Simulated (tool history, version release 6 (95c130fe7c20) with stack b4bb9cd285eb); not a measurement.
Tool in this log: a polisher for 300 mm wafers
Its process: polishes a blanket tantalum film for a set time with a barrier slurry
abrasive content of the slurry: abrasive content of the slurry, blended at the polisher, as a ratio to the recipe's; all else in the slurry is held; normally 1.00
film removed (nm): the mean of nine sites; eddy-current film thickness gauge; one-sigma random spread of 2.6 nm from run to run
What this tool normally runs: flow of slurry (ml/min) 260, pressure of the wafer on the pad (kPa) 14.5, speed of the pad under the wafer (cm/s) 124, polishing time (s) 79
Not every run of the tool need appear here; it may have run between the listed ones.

run	hour	flow of slurry (ml/min)	pressure of the wafer on the pad (kPa)	speed of the pad under the wafer (cm/s)	abrasive content of the slurry	polishing time (s)	incoming thickness of the incoming film, nm	film removed (nm)
1	0.0	260	14.5	124	1.00	79	481.1	187.9
2	15.1	260	14.5	124	1.00	79	480.6	184.7
3	28.1	260	14.5	124	1.00	64	486.6	150.6
4	79.5	260	14.5	124	1.00	64	484.7	154.9
5	105.1	260	17.9	124	1.00	79	482.1	232.7
6	118.4	260	17.9	124	1.00	79	482.1	231.0
7	149.4	260	11.0	124	1.00	79	480.0	142.5
8	165.5	295	14.5	124	1.00	79	479.8	187.9
9	199.3	295	14.5	124	1.00	79	470.8	187.1
10	236.4	260	14.5	124	1.00	79	480.9	183.1
11	247.8	260	14.5	124	1.00	79	486.9	183.3
12	265.5	260	14.5	124	1.00	79	484.7	181.3
13	286.5	260	14.5	112	1.00	58	477.1	121.8
14	301.2	260	14.5	124	1.00	79	487.6	179.6
15	347.0	260	14.5	124	1.00	79	475.9	191.5
16	362.4	260	14.5	92	1.00	107	479.3	197.5
17	392.5	260	10.3	94	1.00	79	481.6	103.0
18	418.6	260	14.5	108	1.00	79	478.3	158.7
19	454.0	260	14.5	124	1.00	79	474.5	191.7
20	466.6	260	14.5	160	1.25	79	480.6	251.0
21	486.1	260	14.5	124	1.00	79	473.7	184.4
22	499.1	260	12.4	100	0.90	79	486.6	127.3
23	532.3	260	14.5	124	1.00	79	481.5	181.2
24	552.9	260	14.5	124	1.00	70	486.2	160.0

Missing from the log above: 9 entries noted between runs. For each, name the pair of listed runs it sits between and say how the tool's hidden condition differs from the listed run just before to the listed run just after:
In the gap between runs 3 and 4: worn pad replaced by a new one (hour 47.2); slurry blender recalibrated (hour 77.5)
  slurry flow missing at the pad, %: 24.2 -> 31.5; abrasive missing from the slurry, %: 15.8 -> 1.1
  difference, measured minus the result without the unlogged condition, film removed (nm): -13.6 -> -8.9
In the gap between runs 7 and 8: worn pad replaced by a new one (hour 162.9)
  slurry flow missing at the pad, %: 37.5 -> 38.4; abrasive missing from the slurry, %: 1.93 -> 2.34
  difference, measured minus the result without the unlogged condition, film removed (nm): -11.1 -> -13.7
In the gap between runs 9 and 10: head pressure recalibrated (hour 235.9)
  slurry flow missing at the pad, %: 40 -> 41.3; abrasive missing from the slurry, %: 3.47 -> 5.14
  difference, measured minus the result without the unlogged condition, film removed (nm): -15.3 -> -18.7
In the gap between runs 12 and 13: worn pad replaced by a new one (hour 274.9)
  slurry flow missing at the pad, %: 42.1 -> 42.6; abrasive missing from the slurry, %: 6.75 -> 8.08
  difference, measured minus the result without the unlogged condition, film removed (nm): -20.1 -> -14.3
In the gap between runs 14 and 15: slurry nozzle cleaned (hour 332.7)
  slurry flow missing at the pad, %: 42.8 -> 6.29; abrasive missing from the slurry, %: 9.1 -> 12.7
  difference, measured minus the result without the unlogged condition, film removed (nm): -22.0 -> -9.2
In the gap between runs 17 and 18: worn pad replaced by a new one (hour 399.3)
  slurry flow missing at the pad, %: 18.3 -> 23.3; abrasive missing from the slurry, %: 17 -> 19.7
  difference, measured minus the result without the unlogged condition, film removed (nm): -8.6 -> -16.7
In the gap between runs 18 and 19: slurry blender recalibrated (hour 430.9)
  slurry flow missing at the pad, %: 23.3 -> 28.6; abrasive missing from the slurry, %: 19.7 -> 6.27
  difference, measured minus the result without the unlogged condition, film removed (nm): -16.7 -> -12.7
In the gap between runs 22 and 23: worn pad replaced by a new one (hour 508.5)
  slurry flow missing at the pad, %: 33.3 -> 35.9; abrasive missing from the slurry, %: 6.92 -> 7.82
  difference, measured minus the result without the unlogged condition, film removed (nm): -10.5 -> -16.7
